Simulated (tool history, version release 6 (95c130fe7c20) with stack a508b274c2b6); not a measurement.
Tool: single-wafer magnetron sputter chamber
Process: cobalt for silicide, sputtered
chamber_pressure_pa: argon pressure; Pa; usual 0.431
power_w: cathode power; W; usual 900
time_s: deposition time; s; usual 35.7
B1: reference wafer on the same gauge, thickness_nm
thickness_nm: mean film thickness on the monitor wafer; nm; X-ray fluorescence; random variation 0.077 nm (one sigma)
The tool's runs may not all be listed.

run 1 day=0.000 | chamber_pressure_pa=0.431 power_w=900 time_s=35.7 | B1=12.403 | thickness_nm=14.941
-- day=0.829 sputter target and shields replaced
run 2 day=2.754 | chamber_pressure_pa=0.431 power_w=900 time_s=35.7 | B1=12.400 | thickness_nm=14.960
run 3 day=7.062 | chamber_pressure_pa=0.431 power_w=900 time_s=35.7 | B1=12.385 | thickness_nm=14.944
run 4 day=9.054 | chamber_pressure_pa=0.431 power_w=900 time_s=35.7 | B1=12.397 | thickness_nm=14.935
-- day=10.183 sputter target and shields replaced
run 5 day=12.038 | chamber_pressure_pa=0.431 power_w=900 time_s=35.7 | B1=12.400 | thickness_nm=15.076
run 6 day=14.358 | chamber_pressure_pa=0.431 power_w=900 time_s=35.7 | B1=12.407 | thickness_nm=14.975
run 7 day=17.938 | chamber_pressure_pa=0.431 power_w=900 time_s=35.7 | B1=12.394 | thickness_nm=15.046
-- day=20.771 sputter target and shields replaced
-- day=21.267 magnet pack replaced
run 8 day=21.292 | chamber_pressure_pa=0.431 power_w=900 time_s=35.7 | B1=12.399 | thickness_nm=15.035
run 9 day=24.012 | chamber_pressure_pa=0.431 power_w=900 time_s=35.7 | B1=12.404 | thickness_nm=15.049
-- day=30.021 sputter target and shields replaced
-- day=31.125 capacitance manometer re-zeroed and calibrated
run 10 day=31.242 | chamber_pressure_pa=0.431 power_w=900 time_s=35.7 | B1=12.398 | thickness_nm=15.127
-- day=32.046 gauge calibrated
run 11 day=33.858 | chamber_pressure_pa=0.431 power_w=900 time_s=35.7 | B1=12.403 | thickness_nm=14.973
run 12 day=35.396 | chamber_pressure_pa=0.594 power_w=700 time_s=38.2 | B1=12.400 | thickness_nm=12.024
run 13 day=37.708 | chamber_pressure_pa=0.431 power_w=850 time_s=42.1 | B1=12.411 | thickness_nm=16.802
-- day=39.521 sputter target and shields replaced
run 14 day=40.888 | chamber_pressure_pa=0.431 power_w=800 time_s=35.7 | B1=12.421 | thickness_nm=13.204
run 15 day=44.362 | chamber_pressure_pa=0.574 power_w=900 time_s=39.7 | B1=12.383 | thickness_nm=16.130
run 16 day=46.150 | chamber_pressure_pa=0.431 power_w=900 time_s=35.7 | B1=12.413 | thickness_nm=15.092
run 17 day=50.133 | chamber_pressure_pa=0.431 power_w=1050 time_s=33.6 | B1=12.399 | thickness_nm=16.358

Run 18 comes next. What will it give?
-- day=51.512 sputter target and shields replaced
run 18 day=52.538 | chamber_pressure_pa=0.289 power_w=1100 time_s=40.7 | B1=? | thickness_nm=?

B1: 12.413
thickness_nm: 21.690 nm
Without the tool's hidden state the same run would have given thickness_nm 21.690 nm.
